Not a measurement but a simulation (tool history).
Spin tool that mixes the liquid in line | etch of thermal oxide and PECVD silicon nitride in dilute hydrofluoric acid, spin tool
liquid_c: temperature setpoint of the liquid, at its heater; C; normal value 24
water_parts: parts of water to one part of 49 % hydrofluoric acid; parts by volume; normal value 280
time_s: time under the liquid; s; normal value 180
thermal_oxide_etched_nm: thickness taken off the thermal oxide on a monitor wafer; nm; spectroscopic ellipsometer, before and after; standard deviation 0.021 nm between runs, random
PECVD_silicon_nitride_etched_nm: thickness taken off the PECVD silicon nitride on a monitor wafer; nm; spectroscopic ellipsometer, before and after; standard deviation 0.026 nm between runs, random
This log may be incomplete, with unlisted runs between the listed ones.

run,hour,liquid_c,water_parts,time_s,"read-back film thickness of the thermal oxide reference wafer, read on the same gauge (nm)","read-back film thickness of the PECVD silicon nitride reference wafer, read on the same gauge (nm)",thermal_oxide_etched_nm,PECVD_silicon_nitride_etched_nm
1,0,24,280,180,39.975,40.022,2.5,0.995
2,89.9,24,280,180,40.02,39.979,2.507,1.042
3,159.2,24,280,180,39.958,39.977,2.545,1.039
4,253.3,24,280,180,40.004,39.99,2.564,1.04
5,461.6,24,280,180,39.989,40.015,2.644,1.021
6,560.5,24,280,105,40.017,39.99,1.536,0.621
7,633.4,24,280,235,40.021,39.97,3.427,1.317
# hour 640.4: gauge calibrated
8,700.4,24,280,180,40.026,40.007,2.656,1.057
9,736.9,19,325,230,40.012,40.001,2.345,0.826
10,803.9,25.5,280,180,39.968,39.986,2.806,1.143
11,857.6,19.5,235,90,40.008,40.003,1.408,0.482
# hour 931.6: thermometer replaced
12,941.8,24,335,180,39.956,40.002,2.153,0.87
# hour 967.6: hydrofluoric acid flow meter replaced
13,1024.8,24,385,180,39.977,40.021,1.659,0.767
14,1110.5,27.5,195,115,39.975,40.056,2.957,1.173
15,1402,24,280,180,40.018,40.027,2.57,1.062

Branching from run 15: 5 alternative next runs. What would each branch give?
A,1402.5,27.5,280,180,?,?,?,?
B,1402.5,22.5,230,75,?,?,?,?
C,1402.5,24,280,120,?,?,?,?
D,1402.5,24,280,135,?,?,?,?
E,1402.5,19.5,280,255,?,?,?,?

run,"read-back film thickness of the thermal oxide reference wafer, read on the same gauge (nm)","read-back film thickness of the PECVD silicon nitride reference wafer, read on the same gauge (nm)",thermal_oxide_etched_nm,PECVD_silicon_nitride_etched_nm
A,40.019,40.037,2.938,1.266
B,40.019,40.037,1.313,0.472
C,40.019,40.037,1.735,0.683
D,40.019,40.037,1.952,0.768
E,40.019,40.037,3.132,1.093
With the hidden condition removed and each run's random variation left untouched, the same runs would have given:
run,thermal_oxide_etched_nm,PECVD_silicon_nitride_etched_nm
A,2.831,1.23
B,1.268,0.459
C,1.673,0.664
D,1.882,0.747
E,3.022,1.063
